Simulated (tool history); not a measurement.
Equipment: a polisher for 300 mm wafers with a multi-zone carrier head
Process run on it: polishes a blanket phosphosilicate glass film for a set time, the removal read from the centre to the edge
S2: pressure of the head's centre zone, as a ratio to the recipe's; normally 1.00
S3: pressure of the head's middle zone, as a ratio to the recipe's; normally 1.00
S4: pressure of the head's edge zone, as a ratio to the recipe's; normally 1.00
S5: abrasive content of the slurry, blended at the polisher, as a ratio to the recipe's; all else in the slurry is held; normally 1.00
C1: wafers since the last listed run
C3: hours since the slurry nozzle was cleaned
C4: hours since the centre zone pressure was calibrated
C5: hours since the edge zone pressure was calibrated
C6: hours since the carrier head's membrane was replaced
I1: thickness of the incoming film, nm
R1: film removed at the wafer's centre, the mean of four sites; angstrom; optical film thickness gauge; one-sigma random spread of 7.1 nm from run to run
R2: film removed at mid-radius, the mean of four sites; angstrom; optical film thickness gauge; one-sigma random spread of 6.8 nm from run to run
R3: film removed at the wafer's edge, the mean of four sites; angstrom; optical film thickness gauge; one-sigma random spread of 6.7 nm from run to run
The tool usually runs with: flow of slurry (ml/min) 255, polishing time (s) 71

Run 1, hour 0.0: usual settings but S5 0.90; C1 0; wafers polished on this pad 434; C3 389.0; C4 783.5; C5 535.7; C6 897.6; I1 3100.2. Result: R1 6857 angstrom, R2 6843 angstrom, R3 7332 angstrom.
Run 2, hour 15.5: usual settings but S5 0.90; C1 120; wafers polished on this pad 554; C3 404.5; C4 799.0; C5 551.2; C6 913.1; I1 3061.3. Result: R1 6785 angstrom, R2 6914 angstrom, R3 7317 angstrom.
Run 3, hour 30.7: usual settings; C1 118; wafers polished on this pad 672; C3 419.7; C4 814.2; C5 566.4; C6 928.3; I1 3052.8. Result: R1 7238 angstrom, R2 7300 angstrom, R3 7892 angstrom.
Run 4, hour 38.7: usual settings; C1 62; wafers polished on this pad 735; C3 427.7; C4 822.2; C5 574.4; C6 936.3; I1 3082.0. Result: R1 7160 angstrom, R2 7218 angstrom, R3 7748 angstrom.
At hour 45.9: worn pad replaced by a new one.
Run 5, hour 54.1: usual settings but S5 1.25; C1 88; wafers polished on this pad 63; C3 443.1; C4 837.6; C5 589.8; C6 951.7; I1 3094.0. Result: R1 8045 angstrom, R2 8138 angstrom, R3 8639 angstrom.
Run 6, hour 64.2: usual settings but S5 1.25; C1 78; wafers polished on this pad 142; C3 453.2; C4 847.7; C5 599.9; C6 961.8; I1 3106.5. Result: R1 7937 angstrom, R2 8132 angstrom, R3 8571 angstrom.
At hour 73.9: slurry nozzle cleaned.
Run 7, hour 74.4: usual settings; C1 71; wafers polished on this pad 213; C3 0.5; C4 857.9; C5 610.1; C6 972.0; I1 3116.1. Result: R1 7753 angstrom, R2 7701 angstrom, R3 8170 angstrom.
Run 8, hour 91.1: usual settings; C1 129; wafers polished on this pad 343; C3 17.2; C4 874.6; C5 626.8; C6 988.7; I1 3071.2. Result: R1 7675 angstrom, R2 7722 angstrom, R3 8056 angstrom.
Run 9, hour 106.2: usual settings; C1 117; wafers polished on this pad 461; C3 32.3; C4 889.7; C5 641.9; C6 1003.8; I1 3026.7. Result: R1 7619 angstrom, R2 7662 angstrom, R3 8068 angstrom.
Run 10, hour 113.3: usual settings; C1 55; wafers polished on this pad 516; C3 39.4; C4 896.8; C5 649.0; C6 1010.9; I1 3023.7. Result: R1 7714 angstrom, R2 7641 angstrom, R3 8048 angstrom.
Run 11, hour 122.4: usual settings; C1 70; wafers polished on this pad 587; C3 48.5; C4 905.9; C5 658.1; C6 1020.0; I1 3081.2. Result: R1 7647 angstrom, R2 7671 angstrom, R3 8090 angstrom.
At hour 129.4: centre zone pressure recalibrated.
Run 12, hour 132.4: usual settings but S4 0.90; C1 62; wafers polished on this pad 649; C3 58.5; C4 3.0; C5 668.1; C6 1030.0; I1 3057.3. Result: R1 7611 angstrom, R2 7689 angstrom, R3 7677 angstrom.
At hour 145.4: carrier head's membrane replaced by a new one.
At hour 151.6: worn pad replaced by a new one.
Run 13, hour 152.1: usual settings but flow of slurry (ml/min) 190, S2 0.91, S4 0.89; C1 83; wafers polished on this pad 4; C3 78.2; C4 22.7; C5 687.8; C6 6.7; I1 3079.6. Result: R1 6669 angstrom, R2 7434 angstrom, R3 7410 angstrom.
Run 14, hour 154.6: usual settings but flow of slurry (ml/min) 170, S3 0.89, S5 1.10, polishing time (s) 89; C1 19; wafers polished on this pad 23; C3 80.7; C4 25.2; C5 690.3; C6 9.2; I1 3055.8. Result: R1 9395 angstrom, R2 8638 angstrom, R3 10212 angstrom.
Run 15, hour 161.9: usual settings but flow of slurry (ml/min) 325, S2 0.97, S4 0.90; C1 56; wafers polished on this pad 80; C3 88.0; C4 32.5; C5 697.6; C6 16.5; I1 3024.2. Result: R1 7656 angstrom, R2 7631 angstrom, R3 7767 angstrom.
Run 16, hour 172.6: usual settings but S3 1.03, polishing time (s) 51; C1 83; wafers polished on this pad 163; C3 98.7; C4 43.2; C5 708.3; C6 27.2; I1 3077.6. Result: R1 5408 angstrom, R2 5631 angstrom, R3 5757 angstrom.
At hour 181.4: edge zone pressure recalibrated.
Run 17, hour 188.0: usual settings but flow of slurry (ml/min) 200, S5 0.90; C1 104; wafers polished on this pad 267; C3 114.1; C4 58.6; C5 6.6; C6 42.6; I1 3072.0. Result: R1 7074 angstrom, R2 6959 angstrom, R3 7503 angstrom.
Run 18, hour 196.4: usual settings but S2 1.06; C1 65; wafers polished on this pad 333; C3 122.5; C4 67.0; C5 15.0; C6 51.0; I1 3066.0. Result: R1 8054 angstrom, R2 7498 angstrom, R3 8010 angstrom.
Run 19, hour 211.9: usual settings; C1 120; wafers polished on this pad 453; C3 138.0; C4 82.5; C5 30.5; C6 66.5; I1 3028.9. Result: R1 7424 angstrom, R2 7671 angstrom, R3 8064 angstrom.
Run 20, hour 227.8: usual settings but polishing time (s) 63; C1 123; wafers polished on this pad 577; C3 153.9; C4 98.4; C5 46.4; C6 82.4; I1 3085.4. Result: R1 6722 angstrom, R2 6748 angstrom, R3 7148 angstrom.
Run 21, hour 235.1: usual settings but S2 0.94, S4 0.93; C1 56; wafers polished on this pad 634; C3 161.2; C4 105.7; C5 53.7; C6 89.7; I1 3070.6. Result: R1 7219 angstrom, R2 7539 angstrom, R3 7744 angstrom.
Run 22, hour 251.9: usual settings but S4 0.94; C1 130; wafers polished on this pad 764; C3 178.0; C4 122.5; C5 70.5; C6 106.5; I1 3045.8. Result: R1 7489 angstrom, R2 7665 angstrom, R3 7708 angstrom.
At hour 262.4: worn pad replaced by a new one.
Run 23, hour 266.4: usual settings but S2 1.05, S3 1.10, S5 0.75; C1 81; wafers polished on this pad 31; C3 192.5; C4 137.0; C5 85.0; C6 121.0; I1 3064.0. Result: R1 6671 angstrom, R2 6840 angstrom, R3 6684 angstrom.

3 options for the next run, each taken on its own from the tool as it stands now. Forecast them:
Run A, hour 266.8: usual settings; C1 3; wafers polished on this pad 34; C3 192.9; C4 137.4; C5 85.4; C6 121.4; I1 3059.2. Result: R1 ?, R2 ?, R3 ?.
Run B, hour 266.8: usual settings but S3 1.07, polishing time (s) 92; C1 3; wafers polished on this pad 34; C3 192.9; C4 137.4; C5 85.4; C6 121.4; I1 3059.2. Result: R1 ?, R2 ?, R3 ?.
Run C, hour 266.8: usual settings but flow of slurry (ml/min) 300, S2 0.92; C1 3; wafers polished on this pad 34; C3 192.9; C4 137.4; C5 85.4; C6 121.4; I1 3059.2. Result: R1 ?, R2 ?, R3 ?.

run    R1     R2     R3
  A  7491   7585   7931
  B  9712  10409  10267
  C  7017   7717   8031
What these runs would have given with no unlogged condition in the tool:
run    R1     R2     R3
  A  7663   7741   8053
  B  9934  10624  10425
  C  7157   7856   8141
